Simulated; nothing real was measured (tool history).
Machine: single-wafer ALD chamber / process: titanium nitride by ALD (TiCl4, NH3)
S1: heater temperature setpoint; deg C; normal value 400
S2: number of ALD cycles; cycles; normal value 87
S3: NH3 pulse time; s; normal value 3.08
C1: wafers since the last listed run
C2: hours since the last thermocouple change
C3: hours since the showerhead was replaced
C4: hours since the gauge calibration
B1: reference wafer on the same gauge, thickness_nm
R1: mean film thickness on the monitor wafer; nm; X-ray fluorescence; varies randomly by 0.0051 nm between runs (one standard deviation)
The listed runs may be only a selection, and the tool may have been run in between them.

{"run": 1, "hour": 0.0, "S1": 400, "S2": 87, "S3": 3.08, "C1": 0, "C2": 1289.1, "C3": 2238.7, "C4": 1019.4, "B1": 1.728, "R1": 2.09}
{"run": 2, "hour": 61.9, "S1": 400, "S2": 87, "S3": 3.08, "C1": 208, "C2": 1351, "C3": 2300.6, "C4": 1081.3, "B1": 1.727, "R1": 2.078}
{"run": 3, "hour": 133.1, "S1": 400, "S2": 78, "S3": 3.08, "C1": 240, "C2": 1422.2, "C3": 2371.8, "C4": 1152.5, "B1": 1.729, "R1": 1.873}
{"run": 4, "hour": 232.2, "S1": 400, "S2": 78, "S3": 3.08, "C1": 334, "C2": 1521.3, "C3": 2470.9, "C4": 1251.6, "B1": 1.731, "R1": 1.877}
{"run": 5, "hour": 271.8, "S1": 400, "S2": 81, "S3": 3.08, "C1": 133, "C2": 1560.9, "C3": 2510.5, "C4": 1291.2, "B1": 1.73, "R1": 1.95}
{"run": 6, "hour": 371.5, "S1": 400, "S2": 81, "S3": 3.08, "C1": 336, "C2": 1660.6, "C3": 2610.2, "C4": 1390.9, "B1": 1.732, "R1": 1.949}
{"run": 7, "hour": 474.2, "S1": 400, "S2": 81, "S3": 3.08, "C1": 346, "C2": 1763.3, "C3": 2712.9, "C4": 1493.6, "B1": 1.733, "R1": 1.956}
{"run": 8, "hour": 566.1, "S1": 395, "S2": 87, "S3": 3.08, "C1": 310, "C2": 1855.2, "C3": 2804.8, "C4": 1585.5, "B1": 1.735, "R1": 2.088}
{"run": 9, "hour": 627.9, "S1": 395, "S2": 87, "S3": 3.08, "C1": 208, "C2": 1917, "C3": 2866.6, "C4": 1647.3, "B1": 1.735, "R1": 2.084}
{"run": 10, "hour": 686.3, "S1": 400, "S2": 87, "S3": 3.92, "C1": 197, "C2": 1975.4, "C3": 2925, "C4": 1705.7, "B1": 1.736, "R1": 2.1}
{"run": 11, "hour": 739.6, "S1": 400, "S2": 87, "S3": 3.92, "C1": 179, "C2": 2028.7, "C3": 2978.3, "C4": 1759, "B1": 1.735, "R1": 2.112}
{"run": 12, "hour": 835.5, "S1": 400, "S2": 87, "S3": 3.92, "C1": 323, "C2": 2124.6, "C3": 3074.2, "C4": 1854.9, "B1": 1.737, "R1": 2.109}
{"run": 13, "hour": 913.7, "S1": 400, "S2": 87, "S3": 3.59, "C1": 263, "C2": 2202.8, "C3": 3152.4, "C4": 1933.1, "B1": 1.737, "R1": 2.104}
{"run": 14, "hour": 999.4, "S1": 400, "S2": 87, "S3": 3.59, "C1": 289, "C2": 2288.5, "C3": 3238.1, "C4": 2018.8, "B1": 1.737, "R1": 2.107}
{"run": 15, "hour": 1084.8, "S1": 400, "S2": 87, "S3": 3.08, "C1": 288, "C2": 2373.9, "C3": 3323.5, "C4": 2104.2, "B1": 1.738, "R1": 2.097}
{"run": 16, "hour": 1137.0, "S1": 400, "S2": 87, "S3": 3.08, "C1": 176, "C2": 2426.1, "C3": 3375.7, "C4": 2156.4, "B1": 1.738, "R1": 2.092}
{"run": 17, "hour": 1221.3, "S1": 400, "S2": 87, "S3": 3.08, "C1": 284, "C2": 2510.4, "C3": 3460, "C4": 2240.7, "B1": 1.739, "R1": 2.097}
{"run": 18, "hour": 1307.9, "S1": 400, "S2": 87, "S3": 3.08, "C1": 292, "C2": 2597, "C3": 3546.6, "C4": 2327.3, "B1": 1.739, "R1": 2.104}
{"run": 19, "hour": 1355.2, "S1": 389, "S2": 72, "S3": 3.77, "C1": 159, "C2": 2644.3, "C3": 3593.9, "C4": 2374.6, "B1": 1.74, "R1": 1.734}
{"run": 20, "hour": 1400.1, "S1": 413, "S2": 92, "S3": 3.87, "C1": 151, "C2": 2689.2, "C3": 3638.8, "C4": 2419.5, "B1": 1.74, "R1": 2.224}
{"hour": 1457.3, "done": "thermocouple changed; heater temperature recalibrated"}
{"hour": 1469.0, "done": "showerhead replaced"}
{"run": 21, "hour": 1479.9, "S1": 400, "S2": 76, "S3": 3.08, "C1": 215, "C2": 22.6, "C3": 10.9, "C4": 2499.3, "B1": 1.739, "R1": 1.83}
{"run": 22, "hour": 1516.7, "S1": 400, "S2": 95, "S3": 4.21, "C1": 124, "C2": 59.4, "C3": 47.7, "C4": 2536.1, "B1": 1.739, "R1": 2.327}
{"run": 23, "hour": 1565.0, "S1": 408, "S2": 74, "S3": 3.6, "C1": 163, "C2": 107.7, "C3": 96, "C4": 2584.4, "B1": 1.739, "R1": 1.783}
{"hour": 1792.7, "done": "gauge calibrated"}
{"run": 24, "hour": 1842.3, "S1": 393, "S2": 95, "S3": 2.49, "C1": 935, "C2": 385, "C3": 373.3, "C4": 49.6, "B1": 1.704, "R1": 2.228}
{"run": 25, "hour": 1937.6, "S1": 400, "S2": 87, "S3": 3.08, "C1": 321, "C2": 480.3, "C3": 468.6, "C4": 144.9, "B1": 1.709, "R1": 2.057}
{"run": 26, "hour": 1982.4, "S1": 400, "S2": 87, "S3": 3.08, "C1": 151, "C2": 525.1, "C3": 513.4, "C4": 189.7, "B1": 1.712, "R1": 2.062}
{"run": 27, "hour": 2048.9, "S1": 408, "S2": 79, "S3": 2.14, "C1": 224, "C2": 591.6, "C3": 579.9, "C4": 256.2, "B1": 1.716, "R1": 1.865}
{"run": 28, "hour": 2117.5, "S1": 388, "S2": 87, "S3": 4.16, "C1": 231, "C2": 660.2, "C3": 648.5, "C4": 324.8, "B1": 1.718, "R1": 2.088}
{"run": 29, "hour": 2182.6, "S1": 400, "S2": 87, "S3": 3.08, "C1": 219, "C2": 725.3, "C3": 713.6, "C4": 389.9, "B1": 1.72, "R1": 2.078}
{"run": 30, "hour": 2380.0, "S1": 400, "S2": 87, "S3": 3.43, "C1": 666, "C2": 922.7, "C3": 911, "C4": 587.3, "B1": 1.728, "R1": 2.099}
{"run": 31, "hour": 2453.9, "S1": 400, "S2": 87, "S3": 3.08, "C1": 249, "C2": 996.6, "C3": 984.9, "C4": 661.2, "B1": 1.728, "R1": 2.094}
{"run": 32, "hour": 2507.4, "S1": 400, "S2": 87, "S3": 2.62, "C1": 180, "C2": 1050.1, "C3": 1038.4, "C4": 714.7, "B1": 1.73, "R1": 2.081}
{"run": 33, "hour": 2592.9, "S1": 400, "S2": 76, "S3": 2.22, "C1": 288, "C2": 1135.6, "C3": 1123.9, "C4": 800.2, "B1": 1.732, "R1": 1.803}
{"run": 34, "hour": 2676.3, "S1": 400, "S2": 103, "S3": 3.08, "C1": 281, "C2": 1219, "C3": 1207.3, "C4": 883.6, "B1": 1.733, "R1": 2.48}

Estimate the outcome of run 35 from the log above:
{"run": 35, "hour": 2773.9, "S1": 393, "S2": 87, "S3": 4.06, "C1": 329, "C2": 1316.6, "C3": 1304.9, "C4": 981.2, "B1": "?", "R1": "?"}

Run 35 measured B1 1.735, R1 2.112 nm.
Were there no unlogged condition in the tool, this run, its random variation unchanged, would have produced R1 2.068 nm.

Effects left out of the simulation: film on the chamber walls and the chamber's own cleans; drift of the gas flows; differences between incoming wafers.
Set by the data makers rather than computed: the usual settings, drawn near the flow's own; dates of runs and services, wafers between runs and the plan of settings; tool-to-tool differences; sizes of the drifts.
